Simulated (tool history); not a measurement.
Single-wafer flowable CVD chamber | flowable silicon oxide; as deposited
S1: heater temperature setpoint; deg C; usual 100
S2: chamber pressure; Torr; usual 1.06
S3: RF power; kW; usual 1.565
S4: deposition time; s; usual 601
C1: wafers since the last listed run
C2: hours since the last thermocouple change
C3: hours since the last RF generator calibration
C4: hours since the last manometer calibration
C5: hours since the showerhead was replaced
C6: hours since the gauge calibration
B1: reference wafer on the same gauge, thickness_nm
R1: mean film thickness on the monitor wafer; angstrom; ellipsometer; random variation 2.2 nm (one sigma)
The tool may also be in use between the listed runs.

Run 1, hour 0.0: usual settings but S2 1.16 Torr; C1 0; C2 1517.4; C3 234.2; C4 1425.1; C5 7470.2; C6 303.5; B1 527.345. Result: R1 5401.73 angstrom.
Run 2, hour 64.3: usual settings but S2 1.16 Torr; C1 265; C2 1581.7; C3 298.5; C4 1489.4; C5 7534.5; C6 367.8; B1 527.028. Result: R1 5396.65 angstrom.
Run 3, hour 119.8: usual settings but S2 1.16 Torr; C1 228; C2 1637.2; C3 354.0; C4 1544.9; C5 7590.0; C6 423.3; B1 527.173. Result: R1 5349.24 angstrom.
Run 4, hour 162.5: usual settings but S1 105 deg C, S2 1.27 Torr; C1 176; C2 1679.9; C3 396.7; C4 1587.6; C5 7632.7; C6 466.0; B1 526.757. Result: R1 4817.28 angstrom.
Run 5, hour 217.1: usual settings but S2 0.89 Torr, S4 509 s; C1 225; C2 1734.5; C3 451.3; C4 1642.2; C5 7687.3; C6 520.6; B1 526.978. Result: R1 3633.56 angstrom.
Run 6, hour 251.4: usual settings but S2 0.89 Torr, S4 509 s; C1 141; C2 1768.8; C3 485.6; C4 1676.5; C5 7721.6; C6 554.9; B1 527.510. Result: R1 3640.88 angstrom.
Run 7, hour 320.9: usual settings but S2 1.13 Torr; C1 286; C2 1838.3; C3 555.1; C4 1746.0; C5 7791.1; C6 624.4; B1 527.128. Result: R1 5227.82 angstrom.
Run 8, hour 377.2: usual settings but S2 1.13 Torr; C1 232; C2 1894.6; C3 611.4; C4 1802.3; C5 7847.4; C6 680.7; B1 527.539. Result: R1 5218.16 angstrom.
Run 9, hour 420.7: usual settings but S2 1.13 Torr; C1 179; C2 1938.1; C3 654.9; C4 1845.8; C5 7890.9; C6 724.2; B1 527.036. Result: R1 5203.66 angstrom.
At hour 588.0: RF generator calibrated.
Run 10, hour 624.9: usual settings but S1 112 deg C; C1 808; C2 2142.3; C3 36.9; C4 2050.0; C5 8095.1; C6 928.4; B1 527.044. Result: R1 3143.25 angstrom.
At hour 639.4: thermocouple changed; heater temperature recalibrated.
Run 11, hour 657.4: usual settings; C1 100; C2 18.0; C3 69.4; C4 2082.5; C5 8127.6; C6 960.9; B1 527.013. Result: R1 4891.41 angstrom.
Run 12, hour 718.8: usual settings; C1 253; C2 79.4; C3 130.8; C4 2143.9; C5 8189.0; C6 1022.3; B1 526.535. Result: R1 4892.74 angstrom.
At hour 732.1: gauge calibrated.
Run 13, hour 776.0: usual settings but S2 0.91 Torr, S3 1.805 kW; C1 235; C2 136.6; C3 188.0; C4 2201.1; C5 8246.2; C6 43.9; B1 527.243. Result: R1 4507.49 angstrom.
Run 14, hour 817.6: usual settings but S1 105 deg C, S2 1.27 Torr; C1 171; C2 178.2; C3 229.6; C4 2242.7; C5 8287.8; C6 85.5; B1 527.614. Result: R1 4690.02 angstrom.
Run 15, hour 855.9: usual settings but S2 1.31 Torr, S3 1.805 kW, S4 702 s; C1 157; C2 216.5; C3 267.9; C4 2281.0; C5 8326.1; C6 123.8; B1 526.810. Result: R1 7106.92 angstrom.
At hour 882.0: capacitance manometer re-zeroed and calibrated.
Run 16, hour 892.9: usual settings; C1 119; C2 253.5; C3 304.9; C4 10.9; C5 8363.1; C6 160.8; B1 526.890. Result: R1 4631.26 angstrom.
Run 17, hour 1052.2: usual settings; C1 656; C2 412.8; C3 464.2; C4 170.2; C5 8522.4; C6 320.1; B1 527.482. Result: R1 4656.09 angstrom.
At hour 1110.2: showerhead replaced.
Run 18, hour 1110.7: usual settings; C1 208; C2 471.3; C3 522.7; C4 228.7; C5 0.5; C6 378.6; B1 527.003. Result: R1 4619.59 angstrom.
Run 19, hour 1150.7: usual settings but S1 112 deg C, S2 1.21 Torr; C1 164; C2 511.3; C3 562.7; C4 268.7; C5 40.5; C6 418.6; B1 527.409. Result: R1 3347.35 angstrom.
At hour 1171.1: capacitance manometer re-zeroed and calibrated, repeated, since the last time left the tool worse.
Run 20, hour 1190.8: usual settings but S4 518 s; C1 132; C2 551.4; C3 602.8; C4 19.7; C5 80.6; C6 458.7; B1 527.119. Result: R1 4428.78 angstrom.
Run 21, hour 1249.8: usual settings but S1 90 deg C, S2 1.21 Torr, S3 1.455 kW, S4 512 s; C1 243; C2 610.4; C3 661.8; C4 78.7; C5 139.6; C6 517.7; B1 526.477. Result: R1 6812.52 angstrom.
Run 22, hour 1303.5: usual settings but S1 113 deg C, S3 1.655 kW; C1 221; C2 664.1; C3 715.5; C4 132.4; C5 193.3; C6 571.4; B1 526.979. Result: R1 3239.51 angstrom.
At hour 1335.5: RF generator calibrated.
Run 23, hour 1359.6: usual settings but S1 87 deg C, S2 1.16 Torr; C1 198; C2 720.2; C3 24.1; C4 188.5; C5 249.4; C6 627.5; B1 527.052. Result: R1 8842.72 angstrom.
Run 24, hour 1536.5: usual settings but S1 93 deg C, S4 690 s; C1 729; C2 897.1; C3 201.0; C4 365.4; C5 426.3; C6 804.4; B1 526.949. Result: R1 7614.35 angstrom.

5 ways to go on from here, each from the tool as it stands after run 24. What would each give?
Run A, hour 1537.1: usual settings; C1 2; C2 897.7; C3 201.6; C4 366.0; C5 426.9; C6 805.0; B1 ?. Result: R1 ?.
Run B, hour 1537.1: usual settings but S1 87 deg C; C1 2; C2 897.7; C3 201.6; C4 366.0; C5 426.9; C6 805.0; B1 ?. Result: R1 ?.
Run C, hour 1537.1: usual settings but S2 1.17 Torr, S3 1.450 kW; C1 2; C2 897.7; C3 201.6; C4 366.0; C5 426.9; C6 805.0; B1 ?. Result: R1 ?.
Run D, hour 1537.1: usual settings but S1 114 deg C; C1 2; C2 897.7; C3 201.6; C4 366.0; C5 426.9; C6 805.0; B1 ?. Result: R1 ?.
Run E, hour 1537.1: usual settings but S1 89 deg C, S2 0.97 Torr; C1 2; C2 897.7; C3 201.6; C4 366.0; C5 426.9; C6 805.0; B1 ?. Result: R1 ?.

run       B1       R1
  A  526.595  5138.72
  B  526.595  8252.77
  C  526.595  5379.89
  D  526.595  3058.48
  E  526.595  7153.55
Without the tool's hidden state the same runs would have given:
run       R1
  A  5139.97
  B  8254.78
  C  5381.20
  D  3059.23
  E  7155.46

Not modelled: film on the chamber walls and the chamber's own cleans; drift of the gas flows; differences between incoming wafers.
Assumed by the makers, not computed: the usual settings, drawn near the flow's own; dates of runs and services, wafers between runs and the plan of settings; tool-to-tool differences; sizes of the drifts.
